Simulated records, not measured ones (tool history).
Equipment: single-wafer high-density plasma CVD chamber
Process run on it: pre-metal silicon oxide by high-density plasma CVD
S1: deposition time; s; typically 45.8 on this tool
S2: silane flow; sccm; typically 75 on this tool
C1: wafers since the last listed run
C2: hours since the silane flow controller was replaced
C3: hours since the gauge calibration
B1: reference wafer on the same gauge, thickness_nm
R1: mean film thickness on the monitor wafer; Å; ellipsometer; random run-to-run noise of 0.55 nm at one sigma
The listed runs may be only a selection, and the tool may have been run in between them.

Run 1, hour 0.0: usual settings; C1 0; C2 1598.8; C3 68.3; B1 364.004. Result: R1 3533.93 Å.
Run 2, hour 12.7: usual settings; C1 293; C2 1611.5; C3 81.0; B1 363.851. Result: R1 3536.01 Å.
Run 3, hour 21.6: usual settings but S1 52.7 s, S2 63 sccm; C1 206; C2 1620.4; C3 89.9; B1 363.987. Result: R1 3465.70 Å.
Run 4, hour 30.7: usual settings but S1 52.7 s, S2 63 sccm; C1 210; C2 1629.5; C3 99.0; B1 364.032. Result: R1 3479.37 Å.
Run 5, hour 38.3: usual settings but S1 52.7 s, S2 63 sccm; C1 175; C2 1637.1; C3 106.6; B1 363.983. Result: R1 3477.48 Å.
At hour 47.1: gauge calibrated.
Run 6, hour 90.8: usual settings; C1 1215; C2 1689.6; C3 43.7; B1 363.912. Result: R1 3523.95 Å.
Run 7, hour 100.3: usual settings; C1 219; C2 1699.1; C3 53.2; B1 364.173. Result: R1 3521.03 Å.
Run 8, hour 118.2: usual settings but S2 65 sccm; C1 414; C2 1717.0; C3 71.1; B1 364.013. Result: R1 3097.60 Å.
Run 9, hour 128.6: usual settings; C1 240; C2 1727.4; C3 81.5; B1 364.121. Result: R1 3526.85 Å.
At hour 141.8: gauge calibrated.
At hour 143.9: silane flow controller replaced.
Run 10, hour 144.4: usual settings; C1 180; C2 0.5; C3 2.6; B1 363.867. Result: R1 3677.03 Å.
Run 11, hour 157.2: usual settings but S2 63 sccm; C1 296; C2 13.3; C3 15.4; B1 364.056. Result: R1 3141.63 Å.
Run 12, hour 166.4: usual settings but S2 81 sccm; C1 212; C2 22.5; C3 24.6; B1 363.851. Result: R1 3944.35 Å.
Run 13, hour 174.6: usual settings but S1 54.5 s; C1 189; C2 30.7; C3 32.8; B1 363.962. Result: R1 4359.33 Å.
Run 14, hour 183.5: usual settings; C1 206; C2 39.6; C3 41.7; B1 363.932. Result: R1 3660.60 Å.
Run 15, hour 194.8: usual settings but S1 52.8 s, S2 87 sccm; C1 261; C2 50.9; C3 53.0; B1 363.947. Result: R1 4835.57 Å.
Run 16, hour 203.5: usual settings but S1 41.5 s, S2 90 sccm; C1 201; C2 59.6; C3 61.7; B1 363.941. Result: R1 3917.69 Å.

Predict each of these 3 candidate next runs independently; none follows another, all start after run 16:
Run A, hour 203.9: usual settings but S1 48.6 s; C1 9; C2 60.0; C3 62.1; B1 ?. Result: R1 ?.
Run B, hour 203.9: usual settings but S1 54.4 s, S2 87 sccm; C1 9; C2 60.0; C3 62.1; B1 ?. Result: R1 ?.
Run C, hour 203.9: usual settings but S1 43.0 s, S2 62 sccm; C1 9; C2 60.0; C3 62.1; B1 ?. Result: R1 ?.

run       B1       R1
  A  363.989  3884.08
  B  363.989  4976.42
  C  363.989  2898.09
Had the tool no hidden state, the same runs would have come out as:
run       R1
  A  3916.68
  B  5018.18
  C  2922.41
